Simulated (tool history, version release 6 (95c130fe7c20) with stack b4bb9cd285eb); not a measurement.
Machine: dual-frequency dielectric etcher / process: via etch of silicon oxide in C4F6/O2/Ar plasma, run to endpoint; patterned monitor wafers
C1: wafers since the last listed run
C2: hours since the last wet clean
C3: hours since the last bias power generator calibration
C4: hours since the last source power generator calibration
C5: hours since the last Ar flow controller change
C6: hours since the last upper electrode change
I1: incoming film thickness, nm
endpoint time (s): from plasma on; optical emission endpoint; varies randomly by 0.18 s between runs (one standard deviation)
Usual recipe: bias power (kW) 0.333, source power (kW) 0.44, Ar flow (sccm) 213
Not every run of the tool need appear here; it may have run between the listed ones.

Run 1, day 0: usual settings but bias power (kW) 0.281; C1 0; C2 262.9; C3 3685.5; C4 2187.9; C5 5090.9; C6 5047.5; I1 102.2. Result: endpoint time (s) 24.4.
Run 2, day 1.475: usual settings but bias power (kW) 0.281; C1 352; C2 298.3; C3 3720.9; C4 2223.3; C5 5126.3; C6 5082.9; I1 102.5. Result: endpoint time (s) 23.8.
Run 3, day 2.342: usual settings but bias power (kW) 0.281; C1 207; C2 319.1; C3 3741.7; C4 2244.1; C5 5147.1; C6 5103.7; I1 101.2. Result: endpoint time (s) 24.
Run 4, day 3.758: usual settings but bias power (kW) 0.287; C1 338; C2 353.1; C3 3775.7; C4 2278.1; C5 5181.1; C6 5137.7; I1 100.8. Result: endpoint time (s) 23.8.
Run 5, day 4.462: usual settings but bias power (kW) 0.287; C1 168; C2 370; C3 3792.6; C4 2295; C5 5198; C6 5154.6; I1 101.1. Result: endpoint time (s) 23.9.
Run 6, day 5.062: usual settings but bias power (kW) 0.287; C1 143; C2 384.4; C3 3807; C4 2309.4; C5 5212.4; C6 5169; I1 102.4. Result: endpoint time (s) 23.9.
At day 5.867: bias power generator calibrated.
Run 7, day 5.888: usual settings but Ar flow (sccm) 189; C1 157; C2 404.2; C3 0.5; C4 2329.2; C5 5232.2; C6 5188.8; I1 103.3. Result: endpoint time (s) 23.1.
At day 7.65: wet clean of the chamber.
At day 8.267: upper electrode replaced.
Run 8, day 8.288: usual settings but bias power (kW) 0.308, source power (kW) 0.37, Ar flow (sccm) 229; C1 187; C2 15.3; C3 58.1; C4 2386.8; C5 5289.8; C6 0.5; I1 101.9. Result: endpoint time (s) 25.3.
Run 9, day 8.362: usual settings but source power (kW) 0.49; C1 17; C2 17.1; C3 59.9; C4 2388.6; C5 5291.6; C6 2.3; I1 101.5. Result: endpoint time (s) 22.
At day 8.692: source power generator calibrated.
Run 10, day 9.571: usual settings; C1 249; C2 46.1; C3 88.9; C4 21.1; C5 5320.6; C6 31.3; I1 102.7. Result: endpoint time (s) 23.1.
At day 9.925: Ar flow controller replaced.
Run 11, day 10.558: usual settings but bias power (kW) 0.26, source power (kW) 0.34; C1 176; C2 69.8; C3 112.6; C4 44.8; C5 15.2; C6 55; I1 102.1. Result: endpoint time (s) 27.5.
Run 12, day 11.821: usual settings but source power (kW) 0.54, Ar flow (sccm) 234; C1 302; C2 100.1; C3 142.9; C4 75.1; C5 45.5; C6 85.3; I1 102.3. Result: endpoint time (s) 21.4.
Run 13, day 14.446: usual settings but bias power (kW) 0.357; C1 628; C2 163.1; C3 205.9; C4 138.1; C5 108.5; C6 148.3; I1 100.9. Result: endpoint time (s) 22.4.
Run 14, day 15.296: usual settings but bias power (kW) 0.374, source power (kW) 0.35, Ar flow (sccm) 236; C1 203; C2 183.5; C3 226.3; C4 158.5; C5 128.9; C6 168.7; I1 103. Result: endpoint time (s) 24.9.

Run-by-run hidden state of the tool:
etch rate over this chamber's usual, %: 0 across all the runs
bias power that arrives over what is set, %: 0 across all the runs
source power that arrives over what is set, %: 0 across all the runs
Ar flow that arrives over what is set, %: 0 across all the runs
